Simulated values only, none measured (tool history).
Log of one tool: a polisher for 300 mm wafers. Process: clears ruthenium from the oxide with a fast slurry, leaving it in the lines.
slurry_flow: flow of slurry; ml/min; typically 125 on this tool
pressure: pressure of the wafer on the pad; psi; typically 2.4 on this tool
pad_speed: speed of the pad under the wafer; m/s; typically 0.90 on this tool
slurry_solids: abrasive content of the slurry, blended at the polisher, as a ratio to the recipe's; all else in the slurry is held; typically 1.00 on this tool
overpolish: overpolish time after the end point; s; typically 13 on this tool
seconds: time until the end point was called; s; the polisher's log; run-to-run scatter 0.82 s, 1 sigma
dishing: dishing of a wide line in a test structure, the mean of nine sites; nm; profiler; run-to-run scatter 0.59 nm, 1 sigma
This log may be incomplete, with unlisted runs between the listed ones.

| run | hour | slurry_flow | pressure | pad_speed | slurry_solids | overpolish | wafers since the last listed run | wafers polished on this pad | hours since the slurry nozzle was cleaned | hours since the head pressure was calibrated | hours since the slurry blender was calibrated | incoming thickness of the incoming film, nm | seconds | dishing |
|---|---|---|---|---|---|---|---|---|---|---|---|---|---|---|
| 1 | 0.0 | 125 | 2.4 | 0.90 | 1.00 | 8 | 0 | 1964 | 571.8 | 161.4 | 365.1 | 270.5 | 71.4 | 22.0 |
|  | 23.0 | slurry nozzle cleaned |
| 2 | 89.3 | 125 | 2.4 | 0.90 | 1.00 | 8 | 505 | 2469 | 66.3 | 250.7 | 454.4 | 268.2 | 72.5 | 22.2 |
|  | 109.1 | worn pad replaced by a new one |
|  | 192.1 | slurry blender recalibrated |
| 3 | 220.4 | 125 | 2.4 | 0.90 | 1.00 | 13 | 715 | 625 | 197.4 | 381.8 | 28.3 | 275.2 | 71.1 | 33.9 |
| 4 | 323.9 | 125 | 2.4 | 0.90 | 1.00 | 13 | 592 | 1218 | 300.9 | 485.3 | 131.8 | 270.3 | 71.3 | 33.8 |
| 5 | 429.8 | 125 | 2.4 | 0.90 | 1.00 | 13 | 606 | 1824 | 406.8 | 591.2 | 237.7 | 270.3 | 71.9 | 33.0 |
| 6 | 503.4 | 125 | 2.4 | 0.90 | 1.00 | 13 | 421 | 2245 | 480.4 | 664.8 | 311.3 | 273.7 | 74.3 | 33.3 |
| 7 | 601.0 | 125 | 2.4 | 0.90 | 1.00 | 13 | 558 | 2803 | 578.0 | 762.4 | 408.9 | 265.4 | 73.1 | 31.8 |
|  | 616.0 | worn pad replaced by a new one |
| 8 | 659.9 | 125 | 2.4 | 0.90 | 1.00 | 13 | 314 | 251 | 636.9 | 821.3 | 467.8 | 276.0 | 70.5 | 34.5 |
|  | 667.8 | slurry nozzle cleaned |
|  | 721.5 | slurry blender recalibrated |
| 9 | 766.1 | 125 | 2.4 | 0.90 | 1.00 | 13 | 590 | 842 | 98.3 | 927.5 | 44.6 | 267.5 | 70.5 | 33.5 |
|  | 779.8 | head pressure recalibrated |
| 10 | 834.4 | 145 | 2.4 | 0.90 | 1.00 | 13 | 379 | 1221 | 166.6 | 54.6 | 112.9 | 269.3 | 68.6 | 35.0 |
| 11 | 896.2 | 145 | 2.4 | 0.90 | 1.00 | 13 | 353 | 1575 | 228.4 | 116.4 | 174.7 | 270.4 | 68.6 | 34.5 |
| 12 | 967.9 | 125 | 2.4 | 0.90 | 1.00 | 13 | 410 | 1985 | 300.1 | 188.1 | 246.4 | 267.7 | 71.8 | 31.7 |
| 13 | 1009.2 | 125 | 2.4 | 0.90 | 1.00 | 13 | 236 | 2221 | 341.4 | 229.4 | 287.7 | 264.1 | 72.0 | 33.1 |
|  | 1072.4 | worn pad replaced by a new one |
| 14 | 1128.0 | 140 | 2.2 | 0.90 | 1.00 | 19 | 657 | 318 | 460.2 | 348.2 | 406.5 | 275.1 | 72.0 | 45.3 |
|  | 1197.7 | slurry blender recalibrated |
|  | 1205.3 | slurry nozzle cleaned |
| 15 | 1210.3 | 125 | 2.4 | 0.90 | 0.75 | 16 | 453 | 772 | 5.0 | 430.5 | 12.6 | 267.3 | 83.5 | 34.2 |
| 16 | 1282.7 | 125 | 2.4 | 0.90 | 1.00 | 13 | 414 | 1186 | 77.4 | 502.9 | 85.0 | 267.3 | 69.6 | 33.0 |
| 17 | 1355.4 | 125 | 2.4 | 0.90 | 1.00 | 13 | 416 | 1602 | 150.1 | 575.6 | 157.7 | 267.8 | 70.8 | 33.3 |
| 18 | 1551.4 | 125 | 2.1 | 0.66 | 1.20 | 13 | 1121 | 2724 | 346.1 | 771.6 | 353.7 | 268.5 | 93.9 | 27.7 |
|  | 1625.6 | slurry blender recalibrated |
|  | 1632.3 | worn pad replaced by a new one |
| 19 | 1657.8 | 135 | 2.4 | 0.90 | 1.00 | 13 | 574 | 146 | 452.5 | 878.0 | 32.2 | 270.5 | 68.4 | 34.8 |
| 20 | 1703.0 | 125 | 2.4 | 0.90 | 1.00 | 13 | 258 | 404 | 497.7 | 923.2 | 77.4 | 271.0 | 68.0 | 35.4 |
|  | 1779.1 | head pressure recalibrated |
| 21 | 1779.6 | 125 | 2.4 | 1.10 | 1.00 | 13 | 426 | 831 | 574.3 | 0.5 | 154.0 | 272.3 | 60.3 | 39.1 |
|  | 1825.6 | slurry nozzle cleaned |
| 22 | 1851.3 | 90 | 2.4 | 0.90 | 1.00 | 13 | 404 | 1236 | 25.7 | 72.2 | 225.7 | 268.5 | 76.4 | 31.7 |
|  | 2068.3 | slurry blender recalibrated |
| 23 | 2115.3 | 125 | 2.4 | 0.90 | 1.00 | 13 | 1499 | 2735 | 289.7 | 336.2 | 47.0 | 267.0 | 71.9 | 32.9 |
|  | 2166.7 | worn pad replaced by a new one |
| 24 | 2189.9 | 125 | 1.9 | 0.90 | 1.00 | 20 | 404 | 132 | 364.3 | 410.8 | 121.6 | 271.6 | 81.1 | 42.3 |
| 25 | 2229.6 | 135 | 1.6 | 1.20 | 1.10 | 13 | 227 | 359 | 404.0 | 450.5 | 161.3 | 267.7 | 62.8 | 35.9 |
| 26 | 2329.4 | 165 | 3.1 | 0.90 | 1.00 | 16 | 571 | 930 | 503.8 | 550.3 | 261.1 | 270.4 | 57.0 | 45.0 |
| 27 | 2381.1 | 125 | 2.4 | 0.90 | 1.00 | 13 | 295 | 1226 | 555.5 | 602.0 | 312.8 | 269.1 | 72.3 | 32.6 |
| 28 | 2420.1 | 170 | 2.4 | 0.90 | 1.00 | 18 | 223 | 1450 | 594.5 | 641.0 | 351.8 | 272.3 | 69.0 | 45.0 |

For each entry between runs, how does the tool's hidden state at the last listed run before it compare with that at the first listed run after it?
In the gap between runs 1 and 2: slurry nozzle cleaned (hour 23.0)
  removal rate lost through wear of the pad, %: 4.88 -> 6.14
  difference, measured minus the result without the unlogged condition, seconds: +3.5 -> +4.5 s; dishing: -1.0 -> -1.2 nm
In the gap between runs 2 and 3: worn pad replaced by a new one (hour 109.1); slurry blender recalibrated (hour 192.1)
  removal rate lost through wear of the pad, %: 6.14 -> 2.19
  difference, measured minus the result without the unlogged condition, seconds: +4.5 -> +1.5 s; dishing: -1.2 -> -0.6 nm
In the gap between runs 7 and 8: worn pad replaced by a new one (hour 616.0)
  removal rate lost through wear of the pad, %: 7.55 -> 0.673
  difference, measured minus the result without the unlogged condition, seconds: +5.5 -> +0.5 s; dishing: -1.9 -> -0.2 nm
In the gap between runs 8 and 9: slurry nozzle cleaned (hour 667.8); slurry blender recalibrated (hour 721.5)
  removal rate lost through wear of the pad, %: 0.673 -> 2.17
  difference, measured minus the result without the unlogged condition, seconds: +0.5 -> +1.5 s; dishing: -0.2 -> -0.6 nm
In the gap between runs 9 and 10: head pressure recalibrated (hour 779.8)
  removal rate lost through wear of the pad, %: 2.17 -> 3.13
  difference, measured minus the result without the unlogged condition, seconds: +1.5 -> +2.1 s; dishing: -0.6 -> -0.9 nm
In the gap between runs 13 and 14: worn pad replaced by a new one (hour 1072.4)
  removal rate lost through wear of the pad, %: 5.59 -> 1.05
  difference, measured minus the result without the unlogged condition, seconds: +4.0 -> +0.7 s; dishing: -1.5 -> -0.3 nm
In the gap between runs 14 and 15: slurry blender recalibrated (hour 1197.7); slurry nozzle cleaned (hour 1205.3)
  removal rate lost through wear of the pad, %: 1.05 -> 2.21
  difference, measured minus the result without the unlogged condition, seconds: +0.7 -> +1.9 s; dishing: -0.3 -> -0.6 nm
In the gap between runs 18 and 19: slurry blender recalibrated (hour 1625.6); worn pad replaced by a new one (hour 1632.3)
  removal rate lost through wear of the pad, %: 7.02 -> 0.503
  difference, measured minus the result without the unlogged condition, seconds: +6.6 -> +0.4 s; dishing: -1.7 -> -0.2 nm
In the gap between runs 20 and 21: head pressure recalibrated (hour 1779.1)
  removal rate lost through wear of the pad, %: 1.14 -> 2.22
  difference, measured minus the result without the unlogged condition, seconds: +0.8 -> +1.4 s; dishing: -0.3 -> -0.7 nm
In the gap between runs 21 and 22: slurry nozzle cleaned (hour 1825.6)
  removal rate lost through wear of the pad, %: 2.22 -> 3.23
  difference, measured minus the result without the unlogged condition, seconds: +1.4 -> +2.4 s; dishing: -0.7 -> -0.8 nm
In the gap between runs 22 and 23: slurry blender recalibrated (hour 2068.3)
  removal rate lost through wear of the pad, %: 3.23 -> 6.95
  difference, measured minus the result without the unlogged condition, seconds: +2.4 -> +5.0 s; dishing: -0.8 -> -1.9 nm
In the gap between runs 23 and 24: worn pad replaced by a new one (hour 2166.7)
  removal rate lost through wear of the pad, %: 6.95 -> 1.79
  difference, measured minus the result without the unlogged condition, seconds: +5.0 -> +1.5 s; dishing: -1.9 -> -0.5 nm

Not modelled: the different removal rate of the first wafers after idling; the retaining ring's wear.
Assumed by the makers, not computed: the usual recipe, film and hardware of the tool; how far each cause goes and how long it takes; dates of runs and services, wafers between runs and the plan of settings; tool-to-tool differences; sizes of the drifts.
